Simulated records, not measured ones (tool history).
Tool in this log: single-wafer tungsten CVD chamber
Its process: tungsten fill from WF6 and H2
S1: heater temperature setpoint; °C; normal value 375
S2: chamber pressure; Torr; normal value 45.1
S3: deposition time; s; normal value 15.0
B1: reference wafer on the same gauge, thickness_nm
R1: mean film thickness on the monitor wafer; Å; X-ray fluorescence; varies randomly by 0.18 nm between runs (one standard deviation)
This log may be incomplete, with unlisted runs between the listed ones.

Run 1, hour 0.0: usual settings; B1 42.606. Result: R1 373.98 Å.
Run 2, hour 23.6: usual settings; B1 42.677. Result: R1 377.00 Å.
Run 3, hour 57.8: usual settings; B1 42.719. Result: R1 375.89 Å.
Run 4, hour 82.7: usual settings; B1 42.747. Result: R1 377.73 Å.
Run 5, hour 108.1: usual settings; B1 42.790. Result: R1 375.52 Å.
Run 6, hour 135.4: usual settings; B1 42.763. Result: R1 375.66 Å.
Run 7, hour 169.7: usual settings; B1 42.763. Result: R1 376.37 Å.
Run 8, hour 200.5: usual settings; B1 42.895. Result: R1 377.07 Å.
Run 9, hour 229.2: usual settings; B1 42.898. Result: R1 378.34 Å.
Run 10, hour 255.8: usual settings but S1 370 °C; B1 42.880. Result: R1 334.76 Å.
Run 11, hour 282.3: usual settings but S1 370 °C; B1 42.899. Result: R1 333.61 Å.
Run 12, hour 302.7: usual settings; B1 42.896. Result: R1 376.80 Å.
Run 13, hour 320.0: usual settings; B1 42.944. Result: R1 378.87 Å.
Run 14, hour 343.1: usual settings; B1 42.881. Result: R1 377.86 Å.
At hour 366.4: thermocouple changed; heater temperature recalibrated.
Run 15, hour 367.7: usual settings but S3 13.4 s; B1 42.949. Result: R1 338.05 Å.
Run 16, hour 389.7: usual settings; B1 42.947. Result: R1 379.65 Å.
Run 17, hour 404.7: usual settings but S2 36.8 Torr, S3 12.1 s; B1 42.939. Result: R1 275.57 Å.
At hour 411.4: gauge calibrated.
Run 18, hour 421.5: usual settings; B1 41.749. Result: R1 367.68 Å.
Run 19, hour 472.8: usual settings; B1 41.959. Result: R1 367.69 Å.
Run 20, hour 492.3: usual settings; B1 41.981. Result: R1 369.61 Å.
Run 21, hour 519.1: usual settings but S1 388 °C; B1 42.158. Result: R1 494.26 Å.
Run 22, hour 548.1: usual settings but S1 381 °C, S2 52.6 Torr; B1 42.258. Result: R1 461.88 Å.
Run 23, hour 570.1: usual settings but S2 48.1 Torr, S3 13.3 s; B1 42.252. Result: R1 342.96 Å.
Run 24, hour 601.6: usual settings but S2 38.2 Torr; B1 42.377. Result: R1 342.66 Å.
At hour 610.9: capacitance manometer re-zeroed and calibrated.
At hour 638.6: showerhead replaced.
Run 25, hour 684.3: usual settings but S1 386 °C, S2 40.9 Torr, S3 13.5 s; B1 42.542. Result: R1 409.78 Å.
Run 26, hour 713.5: usual settings but S1 381 °C, S2 49.6 Torr, S3 16.2 s; B1 42.593. Result: R1 488.40 Å.
Run 27, hour 741.3: usual settings but S2 52.9 Torr, S3 16.5 s; B1 42.629. Result: R1 446.49 Å.
Run 28, hour 773.3: usual settings but S3 15.9 s; B1 42.686. Result: R1 398.17 Å.
Run 29, hour 795.8: usual settings but S2 39.9 Torr; B1 42.750. Result: R1 358.10 Å.
Run 30, hour 818.8: usual settings but S1 385 °C, S2 49.8 Torr; B1 42.749. Result: R1 492.22 Å.
Run 31, hour 834.1: usual settings but S1 383 °C, S2 54.5 Torr, S3 12.2 s; B1 42.736. Result: R1 400.58 Å.
Run 32, hour 851.1: usual settings; B1 42.804. Result: R1 378.50 Å.

Give the tool's hidden conditions for every run:
wafer temperature above the value expected at the setpoint (K): 0 across all the runs
true pressure above the setpoint (%): 0 across all the runs
H1: gauge reads high (%)
run       H1
  1     2.23
  2     2.32
  3     2.43
  4      2.5
  5     2.57
  6     2.64
  7     2.71
  8     2.77
  9     2.82
 10     2.86
 11      2.9
 12     2.93
 13     2.95
 14     2.98
 15        3
 16     3.02
 17     3.04
 18  0.00423
 19    0.574
 20    0.764
 21        1
 22     1.24
 23      1.4
 24     1.61
 25     2.06
 26     2.19
 27     2.31
 28     2.42
 29     2.49
 30     2.56
 31     2.61
 32     2.65
